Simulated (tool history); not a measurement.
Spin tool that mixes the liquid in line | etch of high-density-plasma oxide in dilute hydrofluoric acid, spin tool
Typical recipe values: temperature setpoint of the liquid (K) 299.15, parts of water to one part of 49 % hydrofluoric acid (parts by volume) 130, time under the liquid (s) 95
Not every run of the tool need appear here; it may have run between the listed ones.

run	day	temperature setpoint of the liquid (K)	parts of water to one part of 49 % hydrofluoric acid (parts by volume)	time under the liquid (s)	read-back film thickness of the high-density-plasma oxide reference wafer, read on the same gauge (nm)	thickness taken off the high-density-plasma oxide on a monitor wafer (Å)
1	0	299.15	130	95	30	66.7
2	1.408	299.15	85	95	29.99	108.2
3	2	299.15	130	95	30	66.8
4	3.296	299.15	130	95	30.01	66.7
5	4.433	302.65	130	95	30.02	76.5
# day 5.95: gauge calibrated
6	7.212	302.65	130	95	30.02	76.7
7	8.592	299.15	130	95	29.99	67.3
8	9.162	299.15	130	95	30	67.7
9	9.7	299.15	130	95	30.01	67.2
10	10.379	299.15	130	95	30	67.3
11	11.15	299.15	130	95	30.01	67.2
# day 11.354: hydrofluoric acid flow meter replaced
12	12.467	299.15	160	95	30.02	51.3
13	13.225	297.65	130	95	29.99	62.2
14	13.871	299.15	105	95	30.01	84.1
15	14.617	299.15	130	95	30.01	66.1
16	15.238	299.15	130	95	29.99	65.6
17	15.954	294.15	130	95	30	54.4
18	16.896	296.15	130	95	30.01	59
19	18.042	295.15	180	70	30.02	28.6
20	18.562	302.15	65	70	30.01	120.1
# day 19.3: gauge calibrated
21	19.562	302.65	130	50	30.01	39.7
# day 20.242: thermometer replaced
22	20.596	296.15	130	55	29.99	34.3
23	22.067	299.15	130	95	30.01	66.4
24	23.412	299.15	80	95	30	115
25	24.317	296.15	195	115	30.01	44.9
26	25.025	301.15	95	115	30	124.5
27	26.242	299.15	130	95	30.02	66.8

Branching from run 27: 4 alternative next runs. What would each branch give?
A	26.258	299.15	130	95	?	?
B	26.258	303.15	110	125	?	?
C	26.258	296.65	100	95	?	?
D	26.258	295.15	175	55	?	?

run	read-back film thickness of the high-density-plasma oxide reference wafer, read on the same gauge (nm)	thickness taken off the high-density-plasma oxide on a monitor wafer (Å)
A	30	67.4
B	30	125
C	30	82.4
D	30	23.7
With the hidden condition removed and each run's random variation left untouched, the same runs would have given:
run	thickness taken off the high-density-plasma oxide on a monitor wafer (Å)
A	65.8
B	122.1
C	80.5
D	23.1
